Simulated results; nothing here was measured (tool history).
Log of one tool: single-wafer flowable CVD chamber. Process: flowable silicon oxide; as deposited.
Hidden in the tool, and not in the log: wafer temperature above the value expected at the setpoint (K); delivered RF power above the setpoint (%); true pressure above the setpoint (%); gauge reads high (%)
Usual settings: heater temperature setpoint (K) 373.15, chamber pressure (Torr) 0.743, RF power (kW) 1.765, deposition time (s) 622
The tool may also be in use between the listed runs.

run,day,heater temperature setpoint (K),chamber pressure (Torr),RF power (kW),deposition time (s),wafers since the last listed run,hours since the last thermocouple change,hours since the last RF generator calibration,hours since the last manometer calibration,hours since the showerhead was replaced,hours since the gauge calibration,"read-back reference wafer on the same gauge, thickness_nm",mean film thickness on the monitor wafer (Å)
1,0,373.15,0.743,1.6,622,0,542.5,222.8,1880,2880.4,981,291.667,3151.53
2,2.825,373.15,0.743,1.765,622,195,610.3,290.6,1947.8,2948.2,1048.8,292.142,3209.26
3,5.812,373.15,0.743,1.765,622,206,682,362.3,2019.5,3019.9,1120.5,291.933,3198.05
4,8.088,373.15,0.743,1.56,536,157,736.6,416.9,2074.1,3074.5,1175.1,292.093,2685.8
5,9.671,373.15,0.743,1.56,536,109,774.6,454.9,2112.1,3112.5,1213.1,291.862,2687.45
6,12.55,373.15,0.743,1.56,536,199,843.7,524,2181.2,3181.6,1282.2,292.199,2681.46
# day 14.225: showerhead replaced
7,15.392,373.15,0.743,1.765,622,173,911.9,592.2,2249.4,28,1350.4,292.363,3188.91
8,17.804,373.15,0.743,1.765,622,166,969.8,650.1,2307.3,85.9,1408.3,291.724,3175.58
9,18.833,373.15,0.743,1.765,622,71,994.5,674.8,2332,110.6,1433,292.171,3177.89
10,20.954,373.15,0.743,1.765,622,146,1045.4,725.7,2382.9,161.5,1483.9,291.861,3188.67
# day 22.538: capacitance manometer re-zeroed and calibrated
# day 22.554: thermocouple changed; heater temperature recalibrated
11,22.738,373.15,0.743,1.765,622,99,4.4,768.5,4.8,204.3,1526.7,291.937,3165.15
# day 25.088: gauge calibrated
12,25.3,373.15,0.743,1.765,622,177,65.9,830,66.3,265.8,5.1,292.176,3178.68
13,27.029,373.15,0.618,1.765,622,119,107.4,871.5,107.8,307.3,46.6,292.358,2611.92
14,29.492,368.15,0.678,1.765,502,170,166.5,930.6,166.9,366.4,105.7,292.44,2686.6
15,31.508,373.15,0.743,1.765,622,139,214.9,979,215.3,414.8,154.1,292.086,3143.68
16,34.196,373.15,0.743,1.765,622,185,279.4,1043.5,279.8,479.3,218.6,292.249,3165.28
17,35.808,373.15,0.743,1.765,622,111,318.1,1082.2,318.5,518,257.3,292.674,3158.13
# day 36.267: RF generator calibrated
18,37.392,378.15,0.743,1.765,622,86,356.1,27,356.5,556,295.3,292.082,2764.88
19,39.221,360.15,0.808,1.765,534,126,400,70.9,400.4,599.9,339.2,291.927,4350.98
20,40.5,383.15,0.743,1.765,687,88,430.7,101.6,431.1,630.6,369.9,291.702,2647.53
21,42.204,382.15,0.814,1.765,622,117,471.6,142.5,472,671.5,410.8,292.23,2700.41
22,44.817,373.15,0.743,1.765,688,180,534.3,205.2,534.7,734.2,473.5,292.425,3547.13
23,46,373.15,0.853,1.94,622,81,562.7,233.6,563.1,762.6,501.9,292.055,3728.88
24,48.129,373.15,0.743,1.765,498,147,613.8,284.7,614.2,813.7,553,292.118,2543.87
25,49.896,365.15,0.743,1.765,622,122,656.2,327.1,656.6,856.1,595.4,291.983,4014.57
26,51.704,373.15,0.743,1.765,622,125,699.6,370.5,700,899.5,638.8,291.656,3194.42
27,53.025,373.15,0.743,1.585,512,91,731.3,402.2,731.7,931.2,670.5,291.944,2554.57
28,55.388,373.15,0.837,1.765,680,163,788,458.9,788.4,987.9,727.2,292.025,3922.03

Measured less the same run without the tool's hidden state. The same run-to-run variation is in both; the gauge's scatter may not be:
run,mean film thickness on the monitor wafer (Å)
1,-2.78
2,-4.83
3,-7.49
4,-8.35
5,-9.96
6,-13.22
7,-20.14
8,-24.24
9,-26.17
10,-30.47
11,-34.01
12,-39.99
13,-36.35
14,-42.82
15,-55.67
16,-64.04
17,-68.98
18,-6.11
19,-9.94
20,-6.3
21,-6.91
22,-10.46
23,-9.6
24,-9.29
25,-16.55
26,-14.91
27,-13.06
28,-23.55

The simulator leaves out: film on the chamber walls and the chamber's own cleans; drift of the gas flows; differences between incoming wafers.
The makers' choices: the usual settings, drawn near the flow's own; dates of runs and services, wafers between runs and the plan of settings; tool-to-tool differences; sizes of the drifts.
